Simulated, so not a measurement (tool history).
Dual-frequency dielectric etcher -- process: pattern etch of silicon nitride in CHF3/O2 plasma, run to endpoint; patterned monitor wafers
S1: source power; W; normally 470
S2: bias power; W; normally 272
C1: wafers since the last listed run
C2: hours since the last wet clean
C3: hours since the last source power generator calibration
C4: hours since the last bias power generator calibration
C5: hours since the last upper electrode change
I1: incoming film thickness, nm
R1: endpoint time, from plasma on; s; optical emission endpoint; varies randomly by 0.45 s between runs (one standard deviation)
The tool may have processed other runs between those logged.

run   hour   S1   S2    C1     C2      C3      C4      C5     I1    R1
  1    0.0  470  272     0  198.6  1924.2  3941.0  4318.0  107.9  65.6
  2   97.9  470  233  1090  296.5  2022.1  4038.9  4415.9  108.3  70.2
  3  131.1  470  233   369  329.7  2055.3  4072.1  4449.1  108.9  69.2
  4  163.2  470  233   357  361.8  2087.4  4104.2  4481.2  109.2  69.9
     175.9  -- source power generator calibrated
  5  186.9  470  272   219  385.5    11.0  4127.9  4504.9  108.0  66.4
  6  199.5  470  272   140  398.1    23.6  4140.5  4517.5  109.4  67.1
  7  232.1  470  272   362  430.7    56.2  4173.1  4550.1  107.9  66.3
     262.4  -- wet clean of the chamber
     279.9  -- upper electrode replaced
  8  280.4  380  253    75   18.0   104.5  4221.4     0.5  109.3  77.5
  9  280.7  470  326     3   18.3   104.8  4221.7     0.8  110.0  64.0
 10  283.8  510  238    34   21.4   107.9  4224.8     3.9  108.6  66.1
 11  299.7  470  272   177   37.3   123.8  4240.7    19.8  108.9  66.6
     306.2  -- bias power generator calibrated
 12  374.9  580  327   792  112.5   199.0    68.7    95.0  109.1  56.5
 13  399.2  470  272   270  136.8   223.3    93.0   119.3  110.1  67.3
 14  425.5  380  312   292  163.1   249.6   119.3   145.6  107.5  72.1
 15  460.1  530  318   385  197.7   284.2   153.9   180.2  109.0  59.8

Each row is a separate what-if for the run after 15, all from the same tool condition, not one after another. Results?
  A  460.5  470  272   4  198.1  284.6  154.3  180.6  107.8   ?
  B  460.5  530  272   4  198.1  284.6  154.3  180.6  107.8   ?
  C  460.5  370  318   4  198.1  284.6  154.3  180.6  107.8   ?

run    R1
  A  65.7
  B  61.3
  C  72.6
Take away the tool's hidden state, keep each run's random variation, and the runs would have read:
run    R1
  A  65.7
  B  61.3
  C  72.6
